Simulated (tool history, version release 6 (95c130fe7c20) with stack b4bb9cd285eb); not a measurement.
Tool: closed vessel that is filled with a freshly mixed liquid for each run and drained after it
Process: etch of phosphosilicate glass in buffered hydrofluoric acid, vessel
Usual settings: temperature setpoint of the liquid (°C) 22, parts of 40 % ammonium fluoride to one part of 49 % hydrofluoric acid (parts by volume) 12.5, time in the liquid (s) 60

run,hour,temperature setpoint of the liquid (°C),parts of 40 % ammonium fluoride to one part of 49 % hydrofluoric acid (parts by volume),time in the liquid (s),"read-back film thickness of the phosphosilicate glass reference wafer, read on the same gauge (nm)",thickness taken off the phosphosilicate glass on a monitor wafer (angstrom)
1,0,22,12.5,80,40.03,1756.5
2,70,22,12.5,80,40,1730.6
3,125.9,22,10.5,60,39.99,1522.9
4,196.6,22,10.5,60,39.99,1533.5
5,245.3,22,12.5,60,40.02,1337.8
6,286.3,22,12.5,60,40.01,1305.5
7,396.8,26,12.5,60,40.04,1660.2
8,446.5,26,12.5,60,39.99,1644
# hour 459.8: gauge calibrated
# hour 506.2: hydrofluoric acid flow meter replaced
9,580.8,22,13.5,60,40.04,1156.9
10,631.8,22,13.5,60,40,1160.8
11,673.4,22,12.5,60,39.98,1251
12,698.2,22,12.5,60,39.97,1250.9
13,725.2,26,12.5,60,39.98,1557.1
14,765.9,22,9,80,40,2214.9
15,798.4,22,12.5,60,39.99,1259.6
# hour 823.1: thermometer replaced
16,863.2,22,12.5,60,39.99,1277.7
17,929,22,12.5,60,40,1268.9
18,978.5,26.5,16,85,40.03,1804.5

The next listed run, before its measurement:
19,1018.2,22,12.5,50,?,?

read-back film thickness of the phosphosilicate glass reference wafer, read on the same gauge (nm): 40
thickness taken off the phosphosilicate glass on a monitor wafer (angstrom): 1052.9
Without the tool's hidden state the same run would have given thickness taken off the phosphosilicate glass on a monitor wafer (angstrom) 1025.7.
